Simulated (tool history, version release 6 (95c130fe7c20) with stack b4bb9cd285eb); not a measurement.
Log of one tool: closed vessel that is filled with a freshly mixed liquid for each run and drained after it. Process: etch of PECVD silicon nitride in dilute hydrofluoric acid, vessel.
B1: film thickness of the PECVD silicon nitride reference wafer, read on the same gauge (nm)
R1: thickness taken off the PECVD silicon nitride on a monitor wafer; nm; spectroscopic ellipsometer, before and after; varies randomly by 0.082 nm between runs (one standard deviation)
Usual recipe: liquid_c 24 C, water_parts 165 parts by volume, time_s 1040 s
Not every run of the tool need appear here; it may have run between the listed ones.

Run 1, hour 0: usual settings but liquid_c 22.5 C; B1 110.01. Result: R1 15.19 nm.
Run 2, hour 16.6: usual settings but liquid_c 22.5 C; B1 109.99. Result: R1 15.28 nm.
Run 3, hour 36.5: usual settings but liquid_c 22.5 C; B1 110.01. Result: R1 15.48 nm.
Run 4, hour 68: usual settings but liquid_c 27 C; B1 109.99. Result: R1 20.42 nm.
Run 5, hour 91.2: usual settings but liquid_c 27 C; B1 110.02. Result: R1 20.38 nm.
Run 6, hour 122.4: usual settings but liquid_c 27 C; B1 110. Result: R1 20.77 nm.
Run 7, hour 176.1: usual settings; B1 110.06. Result: R1 17.14 nm.
Run 8, hour 205.1: usual settings; B1 109.97. Result: R1 17.3 nm.
Run 9, hour 310: usual settings; B1 109.96. Result: R1 17.64 nm.
Run 10, hour 332.6: usual settings; B1 110.01. Result: R1 17.71 nm.
Run 11, hour 347.3: usual settings but time_s 660 s; B1 109.98. Result: R1 11.29 nm.
Run 12, hour 374.4: usual settings; B1 110. Result: R1 16.2 nm.
Run 13, hour 386.5: usual settings; B1 109.96. Result: R1 16.15 nm.
Run 14, hour 403.7: usual settings; B1 109.99. Result: R1 16.32 nm.
Run 15, hour 418.6: usual settings; B1 109.94. Result: R1 16.33 nm.
Run 16, hour 449.9: usual settings but time_s 660 s; B1 110.02. Result: R1 10.37 nm.
Run 17, hour 523: usual settings but liquid_c 28.5 C, water_parts 110 parts by volume, time_s 715 s; B1 110.04. Result: R1 22.49 nm.
Run 18, hour 549.6: usual settings but water_parts 125 parts by volume; B1 110.01. Result: R1 20.19 nm.
Run 19, hour 580.5: usual settings but liquid_c 21 C; B1 110.01. Result: R1 12.73 nm.
Run 20, hour 614.7: usual settings; B1 109.98. Result: R1 15.53 nm.
Run 21, hour 634.7: usual settings but water_parts 235 parts by volume, time_s 1205 s; B1 110.01. Result: R1 12.64 nm.
Run 22, hour 668.1: usual settings but liquid_c 25.5 C; B1 110.01. Result: R1 17.23 nm.
Run 23, hour 702.8: usual settings but liquid_c 19.5 C, water_parts 115 parts by volume, time_s 775 s; B1 110. Result: R1 12.36 nm.
Run 24, hour 731.6: usual settings but time_s 1325 s; B1 109.96. Result: R1 20.13 nm.
Run 25, hour 759.5: usual settings but liquid_c 27 C, time_s 855 s; B1 109.99. Result: R1 15.71 nm.
Run 26, hour 778: usual settings but liquid_c 26.5 C, time_s 530 s; B1 109.99. Result: R1 9.46 nm.
Run 27, hour 790.7: usual settings; B1 109.99. Result: R1 15.93 nm.
Run 28, hour 810.2: usual settings but liquid_c 27 C, water_parts 95 parts by volume, time_s 845 s; B1 109.97. Result: R1 27.01 nm.
Run 29, hour 827.4: usual settings but liquid_c 27 C, water_parts 110 parts by volume, time_s 535 s; B1 110. Result: R1 14.87 nm.
Run 30, hour 875.3: usual settings but liquid_c 21.5 C, water_parts 190 parts by volume; B1 110.01. Result: R1 11.87 nm.
Run 31, hour 897.6: usual settings but liquid_c 29 C, water_parts 190 parts by volume; B1 109.99. Result: R1 19.1 nm.

The log once held 3 entries between its listed runs, left out of this copy. Where does each go, and what is different about the tool's unlogged condition between the listed run before it and the listed run after it?
From run 11 to run 12: hydrofluoric acid flow meter replaced (hour 369.8)
  liquid hotter than its thermometer reads (K): 0.855 -> 0.901; hydrofluoric acid flow above the setpoint (%): 9.94 -> 0.352
  measured minus no-state result, R1: +1.56 -> +0.96 nm
From run 15 to run 16: gauge calibrated (hour 430.5)
  liquid hotter than its thermometer reads (K): 0.975 -> 1.03; hydrofluoric acid flow above the setpoint (%): 0.544 -> 0.68
  measured minus no-state result, R1: +1.07 -> +0.73 nm
From run 17 to run 18: thermometer replaced (hour 549.1)
  liquid hotter than its thermometer reads (K): 1.15 -> 0.00192; hydrofluoric acid flow above the setpoint (%): 0.998 -> 1.11
  measured minus no-state result, R1: +1.78 -> +0.22 nm
